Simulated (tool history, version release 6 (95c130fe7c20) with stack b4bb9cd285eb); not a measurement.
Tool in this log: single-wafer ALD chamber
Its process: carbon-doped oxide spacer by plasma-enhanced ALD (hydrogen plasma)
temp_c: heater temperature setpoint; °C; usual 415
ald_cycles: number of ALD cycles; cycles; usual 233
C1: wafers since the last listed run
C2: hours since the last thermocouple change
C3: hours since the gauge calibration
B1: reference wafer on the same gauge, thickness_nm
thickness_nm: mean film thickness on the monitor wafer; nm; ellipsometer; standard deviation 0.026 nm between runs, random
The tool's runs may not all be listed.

run 1 hour=0 | temp_c=415 ald_cycles=233 | C1=0 C2=993.2 C3=30.7 | B1=11.289 | thickness_nm=10.522
run 2 hour=16.2 | temp_c=415 ald_cycles=233 | C1=34 C2=1009.4 C3=46.9 | B1=11.299 | thickness_nm=10.52
run 3 hour=24.5 | temp_c=415 ald_cycles=233 | C1=17 C2=1017.7 C3=55.2 | B1=11.302 | thickness_nm=10.505
run 4 hour=33.8 | temp_c=411 ald_cycles=233 | C1=19 C2=1027 C3=64.5 | B1=11.304 | thickness_nm=10.693
run 5 hour=47.3 | temp_c=421 ald_cycles=233 | C1=28 C2=1040.5 C3=78 | B1=11.314 | thickness_nm=10.355
run 6 hour=58.3 | temp_c=421 ald_cycles=233 | C1=23 C2=1051.5 C3=89 | B1=11.3 | thickness_nm=10.31
run 7 hour=66.1 | temp_c=415 ald_cycles=233 | C1=16 C2=1059.3 C3=96.8 | B1=11.3 | thickness_nm=10.557
run 8 hour=72.5 | temp_c=419 ald_cycles=233 | C1=13 C2=1065.7 C3=103.2 | B1=11.297 | thickness_nm=10.391
run 9 hour=86.8 | temp_c=419 ald_cycles=233 | C1=30 C2=1080 C3=117.5 | B1=11.297 | thickness_nm=10.36
run 10 hour=103.4 | temp_c=419 ald_cycles=233 | C1=34 C2=1096.6 C3=134.1 | B1=11.299 | thickness_nm=10.406
run 11 hour=111.8 | temp_c=415 ald_cycles=258 | C1=17 C2=1105 C3=142.5 | B1=11.305 | thickness_nm=11.673
run 12 hour=129.5 | temp_c=415 ald_cycles=258 | C1=37 C2=1122.7 C3=160.2 | B1=11.303 | thickness_nm=11.62
run 13 hour=142.8 | temp_c=415 ald_cycles=233 | C1=27 C2=1136 C3=173.5 | B1=11.307 | thickness_nm=10.508
run 14 hour=155.5 | temp_c=415 ald_cycles=233 | C1=26 C2=1148.7 C3=186.2 | B1=11.308 | thickness_nm=10.505
run 15 hour=163.9 | temp_c=415 ald_cycles=233 | C1=17 C2=1157.1 C3=194.6 | B1=11.316 | thickness_nm=10.553
run 16 hour=173.9 | temp_c=415 ald_cycles=255 | C1=21 C2=1167.1 C3=204.6 | B1=11.303 | thickness_nm=11.524
run 17 hour=183.5 | temp_c=415 ald_cycles=233 | C1=20 C2=1176.7 C3=214.2 | B1=11.296 | thickness_nm=10.594
-- hour=191.8 thermocouple changed; heater temperature recalibrated
run 18 hour=192.3 | temp_c=421 ald_cycles=233 | C1=1 C2=0.5 C3=223 | B1=11.3 | thickness_nm=10.287

What will run 19 give?
run 19 hour=201.4 | temp_c=410 ald_cycles=217 | C1=19 C2=9.6 C3=232.1 | B1=? | thickness_nm=?

B1: 11.312
thickness_nm: 9.978 nm
Had the tool carried no hidden state, the very same run would have given thickness_nm 9.978 nm.
